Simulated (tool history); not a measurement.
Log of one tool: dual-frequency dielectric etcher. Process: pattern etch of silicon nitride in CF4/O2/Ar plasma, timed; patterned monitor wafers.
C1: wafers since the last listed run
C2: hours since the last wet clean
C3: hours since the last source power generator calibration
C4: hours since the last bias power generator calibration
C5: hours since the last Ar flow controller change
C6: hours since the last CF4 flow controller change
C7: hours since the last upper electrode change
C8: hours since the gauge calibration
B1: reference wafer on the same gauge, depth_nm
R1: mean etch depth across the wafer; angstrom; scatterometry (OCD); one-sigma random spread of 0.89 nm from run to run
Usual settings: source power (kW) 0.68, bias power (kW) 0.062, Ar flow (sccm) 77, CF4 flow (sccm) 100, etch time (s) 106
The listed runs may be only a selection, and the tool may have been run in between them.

Run 1, hour 0: usual settings but etch time (s) 97.5; C1 0; C2 164.7; C3 3589; C4 679.2; C5 2366; C6 0.5; C7 52.8; C8 1459.9; B1 302.9. Result: R1 2668 angstrom.
Run 2, hour 58.8: usual settings but source power (kW) 0.81; C1 464; C2 223.5; C3 3647.8; C4 738; C5 2424.8; C6 59.3; C7 111.6; C8 1518.7; B1 303.1. Result: R1 3467 angstrom.
Run 3, hour 113.3: usual settings but source power (kW) 0.81; C1 430; C2 278; C3 3702.3; C4 792.5; C5 2479.3; C6 113.8; C7 166.1; C8 1573.2; B1 302.9. Result: R1 3477 angstrom.
At hour 140.6: gauge calibrated.
At hour 183.4: source power generator calibrated.
Run 4, hour 204.6: usual settings; C1 690; C2 369.3; C3 21.2; C4 883.8; C5 2570.6; C6 205.1; C7 257.4; C8 64; B1 303.1. Result: R1 3004 angstrom.
Run 5, hour 311.5: usual settings; C1 845; C2 476.2; C3 128.1; C4 990.7; C5 2677.5; C6 312; C7 364.3; C8 170.9; B1 303.1. Result: R1 3014 angstrom.
Run 6, hour 361.7: usual settings; C1 396; C2 526.4; C3 178.3; C4 1040.9; C5 2727.7; C6 362.2; C7 414.5; C8 221.1; B1 303. Result: R1 3009 angstrom.
At hour 449.6: wet clean of the chamber.
Run 7, hour 450.1: usual settings but Ar flow (sccm) 88; C1 509; C2 0.5; C3 266.7; C4 1129.3; C5 2816.1; C6 450.6; C7 502.9; C8 309.5; B1 303.2. Result: R1 2935 angstrom.
Run 8, hour 497.8: usual settings but source power (kW) 0.77, CF4 flow (sccm) 108, etch time (s) 132; C1 377; C2 48.2; C3 314.4; C4 1177; C5 2863.8; C6 498.3; C7 550.6; C8 357.2; B1 302.8. Result: R1 4293 angstrom.
At hour 597: Ar flow controller replaced.
Run 9, hour 721.3: usual settings but Ar flow (sccm) 82; C1 1719; C2 271.7; C3 537.9; C4 1400.5; C5 124.3; C6 721.8; C7 774.1; C8 580.7; B1 302.9. Result: R1 2972 angstrom.
At hour 813.9: bias power generator calibrated.
Run 10, hour 821.7: usual settings but source power (kW) 0.77, Ar flow (sccm) 69; C1 762; C2 372.1; C3 638.3; C4 7.8; C5 224.7; C6 822.2; C7 874.5; C8 681.1; B1 302.9. Result: R1 3456 angstrom.
Run 11, hour 887.3: usual settings but source power (kW) 0.56, bias power (kW) 0.055; C1 518; C2 437.7; C3 703.9; C4 73.4; C5 290.3; C6 887.8; C7 940.1; C8 746.7; B1 302.7. Result: R1 2350 angstrom.
Run 12, hour 951.6: usual settings but source power (kW) 0.57, Ar flow (sccm) 63, CF4 flow (sccm) 80, etch time (s) 80.5; C1 508; C2 502; C3 768.2; C4 137.7; C5 354.6; C6 952.1; C7 1004.4; C8 811; B1 303.1. Result: R1 1906 angstrom.
At hour 1051.4: wet clean of the chamber.
Run 13, hour 1051.9: usual settings but source power (kW) 0.51, CF4 flow (sccm) 88, etch time (s) 75; C1 603; C2 0.5; C3 868.5; C4 238; C5 454.9; C6 1052.4; C7 1104.7; C8 911.3; B1 303. Result: R1 1533 angstrom.
Run 14, hour 1106.3: usual settings but Ar flow (sccm) 89, etch time (s) 93.5; C1 430; C2 54.9; C3 922.9; C4 292.4; C5 509.3; C6 1106.8; C7 1159.1; C8 965.7; B1 302.6. Result: R1 2579 angstrom.
Run 15, hour 1156.2: usual settings but bias power (kW) 0.077; C1 394; C2 104.8; C3 972.8; C4 342.3; C5 559.2; C6 1156.7; C7 1209; C8 1015.6; B1 302.9. Result: R1 3203 angstrom.
Run 16, hour 1237.3: usual settings; C1 641; C2 185.9; C3 1053.9; C4 423.4; C5 640.3; C6 1237.8; C7 1290.1; C8 1096.7; B1 303. Result: R1 2977 angstrom.
Run 17, hour 1326: usual settings but bias power (kW) 0.052, etch time (s) 129.5; C1 701; C2 274.6; C3 1142.6; C4 512.1; C5 729; C6 1326.5; C7 1378.8; C8 1185.4; B1 302.9. Result: R1 3465 angstrom.
Run 18, hour 1418.8: usual settings; C1 733; C2 367.4; C3 1235.4; C4 604.9; C5 821.8; C6 1419.3; C7 1471.6; C8 1278.2; B1 303.1. Result: R1 2995 angstrom.
Run 19, hour 1467.2: usual settings but bias power (kW) 0.073, Ar flow (sccm) 83, CF4 flow (sccm) 106; C1 382; C2 415.8; C3 1283.8; C4 653.3; C5 870.2; C6 1467.7; C7 1520; C8 1326.6; B1 303. Result: R1 3103 angstrom.
Run 20, hour 1523: usual settings but source power (kW) 0.59, Ar flow (sccm) 88; C1 441; C2 471.6; C3 1339.6; C4 709.1; C5 926; C6 1523.5; C7 1575.8; C8 1382.4; B1 303.1. Result: R1 2498 angstrom.
Run 21, hour 1582.3: usual settings but Ar flow (sccm) 64, CF4 flow (sccm) 85; C1 468; C2 530.9; C3 1398.9; C4 768.4; C5 985.3; C6 1582.8; C7 1635.1; C8 1441.7; B1 303. Result: R1 3033 angstrom.

Run 22, settings as shown, results not yet in. Your forecast:
Run 22, hour 1628.2: usual settings; C1 362; C2 576.8; C3 1444.8; C4 814.3; C5 1031.2; C6 1628.7; C7 1681; C8 1487.6; B1 ?. Result: R1 ?.

{"run 22": {"B1": 303, "R1": 2970}}
With no hidden state in the tool, this same run would have given R1 3009 angstrom.

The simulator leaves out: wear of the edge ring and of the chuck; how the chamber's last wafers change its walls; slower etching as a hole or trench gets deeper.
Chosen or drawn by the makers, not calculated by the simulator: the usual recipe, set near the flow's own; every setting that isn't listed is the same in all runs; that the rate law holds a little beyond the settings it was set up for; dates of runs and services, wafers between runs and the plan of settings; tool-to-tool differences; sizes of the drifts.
